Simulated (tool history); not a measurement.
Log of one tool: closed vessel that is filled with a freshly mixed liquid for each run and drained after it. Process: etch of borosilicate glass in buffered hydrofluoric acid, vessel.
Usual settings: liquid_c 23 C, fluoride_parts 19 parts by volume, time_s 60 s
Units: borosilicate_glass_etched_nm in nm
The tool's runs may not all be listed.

| run | hour | liquid_c | fluoride_parts | time_s | read-back film thickness of the borosilicate glass reference wafer, read on the same gauge (nm) | borosilicate_glass_etched_nm |
|---|---|---|---|---|---|---|
| 1 | 0 | 26 | 19 | 60 | 110 | 44.1 |
| 2 | 13.4 | 26 | 19 | 60 | 110.03 | 43.94 |
| 3 | 28.4 | 26 | 19 | 60 | 110 | 44.2 |
| 4 | 35.6 | 23 | 19 | 60 | 110.03 | 37.79 |
| 5 | 46.6 | 20 | 19 | 40 | 110 | 21.16 |
| 6 | 60.2 | 25.5 | 19 | 60 | 109.98 | 43.02 |
| 7 | 73.8 | 25.5 | 19 | 60 | 110 | 43.14 |
| 8 | 82.3 | 25.5 | 19 | 60 | 110 | 43.1 |
|  | 83.6 | gauge calibrated |
| 9 | 89.9 | 23 | 19 | 60 | 109.99 | 37.99 |
| 10 | 96.6 | 23 | 19 | 60 | 109.98 | 37.64 |
| 11 | 103.6 | 25.5 | 14.5 | 70 | 110.02 | 65.5 |
|  | 118.8 | thermometer replaced |
| 12 | 121.6 | 26 | 19 | 60 | 109.97 | 44.34 |
| 13 | 134.2 | 23 | 19 | 50 | 110.01 | 31.59 |
| 14 | 149.8 | 23 | 22.5 | 60 | 109.97 | 32.43 |
|  | 156.6 | hydrofluoric acid flow meter replaced |
| 15 | 162.4 | 19.5 | 25.5 | 45 | 110.03 | 19.11 |
| 16 | 169.4 | 26 | 16.5 | 50 | 110.02 | 44.97 |
| 17 | 187.4 | 20 | 26 | 80 | 110.03 | 34.75 |
|  | 190.8 | hydrofluoric acid flow meter replaced, repeated, since the last time left the tool worse |
| 18 | 205.2 | 23 | 19 | 60 | 109.98 | 35.52 |
| 19 | 221.8 | 23 | 19 | 60 | 109.94 | 35.3 |
| 20 | 246.6 | 27.5 | 19 | 60 | 110 | 44.82 |

Forecast each of these 4 alternatives for the next run:
| A | 247.3 | 23 | 19 | 80 | ? | ? |
| B | 247.3 | 21.5 | 13.5 | 30 | ? | ? |
| C | 247.3 | 28 | 19 | 60 | ? | ? |
| D | 247.3 | 24.5 | 19 | 80 | ? | ? |

| run | read-back film thickness of the borosilicate glass reference wafer, read on the same gauge (nm) | borosilicate_glass_etched_nm |
|---|---|---|
| A | 110.05 | 47.51 |
| B | 110.05 | 23.04 |
| C | 110.05 | 46.52 |
| D | 110.05 | 51.51 |
Without the tool's hidden state the same runs would have given:
| run | borosilicate_glass_etched_nm |
|---|---|
| A | 46.82 |
| B | 22.71 |
| C | 45.85 |
| D | 50.76 |
